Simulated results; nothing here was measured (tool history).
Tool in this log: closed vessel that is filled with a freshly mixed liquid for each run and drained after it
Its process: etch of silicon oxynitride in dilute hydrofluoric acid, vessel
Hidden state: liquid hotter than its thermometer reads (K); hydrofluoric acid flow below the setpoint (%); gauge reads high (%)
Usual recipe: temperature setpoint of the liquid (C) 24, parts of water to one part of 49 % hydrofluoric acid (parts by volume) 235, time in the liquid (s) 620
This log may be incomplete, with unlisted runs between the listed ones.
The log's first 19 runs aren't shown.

run	hour	temperature setpoint of the liquid (C)	parts of water to one part of 49 % hydrofluoric acid (parts by volume)	time in the liquid (s)	wafers since the last listed run	hours since the thermometer was replaced	hours since the hydrofluoric acid flow meter was replaced	hours since the gauge calibration	read-back film thickness of the silicon oxynitride reference wafer, read on the same gauge (nm)	thickness taken off the silicon oxynitride on a monitor wafer (angstrom)
# hour 273.4: thermometer replaced
20	287.3	28.5	305	270	1205	13.9	90.3	340.9	129.95	20.4
21	304.5	24	270	620	1364	31.1	107.5	358.1	129.97	45.3
# hour 308.1: gauge calibrated
22	317.1	24	235	620	999	43.7	120.1	9	130.03	53.7
23	326	22	150	885	706	52.6	129	17.9	129.97	116.2
24	340.7	24	235	620	1166	67.3	143.7	32.6	129.99	53.1
25	353.6	24	325	620	1023	80.2	156.6	45.5	130	36.1
26	363.8	20	185	620	809	90.4	166.8	55.7	130	57.8
27	369.9	24	140	620	483	96.5	172.9	61.8	130.03	96.7
28	376	20	180	770	483	102.6	179	67.9	129.97	74.4
29	387.7	20	235	880	928	114.3	190.7	79.6	129.98	62.1
30	396.2	24	290	350	674	122.8	199.2	88.1	130.03	23.4
31	404	26.5	235	935	618	130.6	207	95.9	129.99	89.5
32	412	24	330	620	634	138.6	215	103.9	129.93	35.7
33	420.5	28	290	720	674	147.1	223.5	112.4	130.04	56.9

4 ways to go on from here, each from the tool as it stands after run 33. What would each give?
A	421.3	24	235	740	63	147.9	224.3	113.2	?	?
B	421.3	28	345	620	63	147.9	224.3	113.2	?	?
C	421.3	22.5	235	825	63	147.9	224.3	113.2	?	?
D	421.3	21	235	715	63	147.9	224.3	113.2	?	?

run	read-back film thickness of the silicon oxynitride reference wafer, read on the same gauge (nm)	thickness taken off the silicon oxynitride on a monitor wafer (angstrom)
A	130	63.2
B	130	39.3
C	130	66
D	130	53.5
Stripped of hidden state, with their random variation kept, the same runs would have yielded:
run	thickness taken off the silicon oxynitride on a monitor wafer (angstrom)
A	63.2
B	39.3
C	66
D	53.5
